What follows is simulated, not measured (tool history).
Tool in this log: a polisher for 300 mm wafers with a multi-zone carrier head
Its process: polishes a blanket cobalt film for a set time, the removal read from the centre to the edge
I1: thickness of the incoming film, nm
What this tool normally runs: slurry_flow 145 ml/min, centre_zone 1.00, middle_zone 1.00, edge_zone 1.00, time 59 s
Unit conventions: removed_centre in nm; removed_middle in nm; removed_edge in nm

{"run": 1, "hour": 0.0, "slurry_flow": 145, "centre_zone": 1.0, "middle_zone": 1.0, "edge_zone": 1.0, "time": 59, "I1": 1492.4, "removed_centre": 205.6, "removed_middle": 203.3, "removed_edge": 202.3}
{"hour": 28.4, "done": "worn pad replaced by a new one"}
{"run": 2, "hour": 106.2, "slurry_flow": 145, "centre_zone": 1.0, "middle_zone": 1.0, "edge_zone": 1.0, "time": 59, "I1": 1492.1, "removed_centre": 199.8, "removed_middle": 200.0, "removed_edge": 204.3}
{"hour": 160.5, "done": "slurry nozzle cleaned"}
{"run": 3, "hour": 194.6, "slurry_flow": 145, "centre_zone": 1.0, "middle_zone": 0.95, "edge_zone": 1.0, "time": 68, "I1": 1491.1, "removed_centre": 236.5, "removed_middle": 226.1, "removed_edge": 236.5}
{"run": 4, "hour": 263.8, "slurry_flow": 145, "centre_zone": 1.0, "middle_zone": 1.0, "edge_zone": 1.0, "time": 65, "I1": 1487.5, "removed_centre": 226.7, "removed_middle": 222.7, "removed_edge": 223.6}
{"hour": 267.5, "done": "edge zone pressure recalibrated"}
{"hour": 275.0, "done": "worn pad replaced by a new one"}
{"run": 5, "hour": 327.6, "slurry_flow": 145, "centre_zone": 1.0, "middle_zone": 1.0, "edge_zone": 1.0, "time": 65, "I1": 1487.8, "removed_centre": 223.6, "removed_middle": 222.8, "removed_edge": 225.5}
{"run": 6, "hour": 378.8, "slurry_flow": 145, "centre_zone": 1.0, "middle_zone": 1.0, "edge_zone": 1.0, "time": 59, "I1": 1474.2, "removed_centre": 203.5, "removed_middle": 200.4, "removed_edge": 205.9}
{"hour": 390.6, "done": "slurry nozzle cleaned"}
{"run": 7, "hour": 448.9, "slurry_flow": 145, "centre_zone": 1.0, "middle_zone": 1.0, "edge_zone": 1.0, "time": 59, "I1": 1499.6, "removed_centre": 198.8, "removed_middle": 191.8, "removed_edge": 197.1}
{"hour": 492.9, "done": "worn pad replaced by a new one"}
{"run": 8, "hour": 548.9, "slurry_flow": 145, "centre_zone": 1.0, "middle_zone": 1.07, "edge_zone": 1.0, "time": 75, "I1": 1502.7, "removed_centre": 241.3, "removed_middle": 257.0, "removed_edge": 247.0}
{"run": 9, "hour": 587.1, "slurry_flow": 125, "centre_zone": 1.0, "middle_zone": 1.0, "edge_zone": 1.0, "time": 59, "I1": 1493.0, "removed_centre": 184.5, "removed_middle": 182.9, "removed_edge": 195.4}
{"hour": 664.5, "done": "centre zone pressure recalibrated"}
{"hour": 667.8, "done": "slurry nozzle cleaned, repeated, since the last time left the tool worse"}
{"run": 10, "hour": 682.0, "slurry_flow": 145, "centre_zone": 1.06, "middle_zone": 1.0, "edge_zone": 1.0, "time": 59, "I1": 1476.7, "removed_centre": 218.8, "removed_middle": 204.3, "removed_edge": 204.9}
{"run": 11, "hour": 730.8, "slurry_flow": 145, "centre_zone": 1.0, "middle_zone": 1.0, "edge_zone": 1.0, "time": 59, "I1": 1491.9, "removed_centre": 202.8, "removed_middle": 205.1, "removed_edge": 210.5}
{"hour": 739.8, "done": "worn pad replaced by a new one"}
{"run": 12, "hour": 773.8, "slurry_flow": 185, "centre_zone": 1.0, "middle_zone": 1.1, "edge_zone": 1.0, "time": 72, "I1": 1477.3, "removed_centre": 255.1, "removed_middle": 278.7, "removed_edge": 253.6}
{"hour": 791.5, "done": "carrier head's membrane replaced by a new one"}
{"run": 13, "hour": 840.5, "slurry_flow": 145, "centre_zone": 0.88, "middle_zone": 1.0, "edge_zone": 1.0, "time": 48, "I1": 1512.4, "removed_centre": 145.4, "removed_middle": 165.3, "removed_edge": 164.5}
{"hour": 856.4, "done": "edge zone pressure recalibrated"}
{"hour": 907.2, "done": "slurry nozzle cleaned"}
{"hour": 964.3, "done": "worn pad replaced by a new one"}
{"run": 14, "hour": 1105.0, "slurry_flow": 100, "centre_zone": 1.0, "middle_zone": 0.95, "edge_zone": 1.0, "time": 59, "I1": 1507.9, "removed_centre": 189.0, "removed_middle": 183.9, "removed_edge": 194.4}
{"hour": 1125.4, "done": "slurry nozzle cleaned"}
{"run": 15, "hour": 1164.8, "slurry_flow": 170, "centre_zone": 1.07, "middle_zone": 1.06, "edge_zone": 0.91, "time": 59, "I1": 1483.3, "removed_centre": 225.6, "removed_middle": 219.4, "removed_edge": 197.9}

Selected run-to-run steps in removed_centre, each split into two signed amounts: the part the tool would show with no hidden state at all (from settings, incoming material and random variation), and the remainder, which goes to the hidden state together with any gauge scatter not common to the measured and the hidden-state-free results:
The hidden state here: removal rate lost through wear of the pad, %; slurry flow missing at the pad, %; deviation of the centre zone's pressure from its setpoint, %; deviation of the edge zone's pressure from its setpoint, %.
Run 9 -> 10: slurry_flow 125 -> 145, centre_zone 1.00 -> 1.06, centre zone pressure recalibrated, slurry nozzle cleaned, repeated, since the last time left the tool worse. removed_centre +34.3 nm: hidden state +17.6, all else +16.7.
Run 12 -> 13: slurry_flow 185 -> 145, centre_zone 1.00 -> 0.88, middle_zone 1.10 -> 1.00, time 72 -> 48, carrier head's membrane replaced by a new one. removed_centre -109.7 nm: hidden state -0.3, all else -109.4.
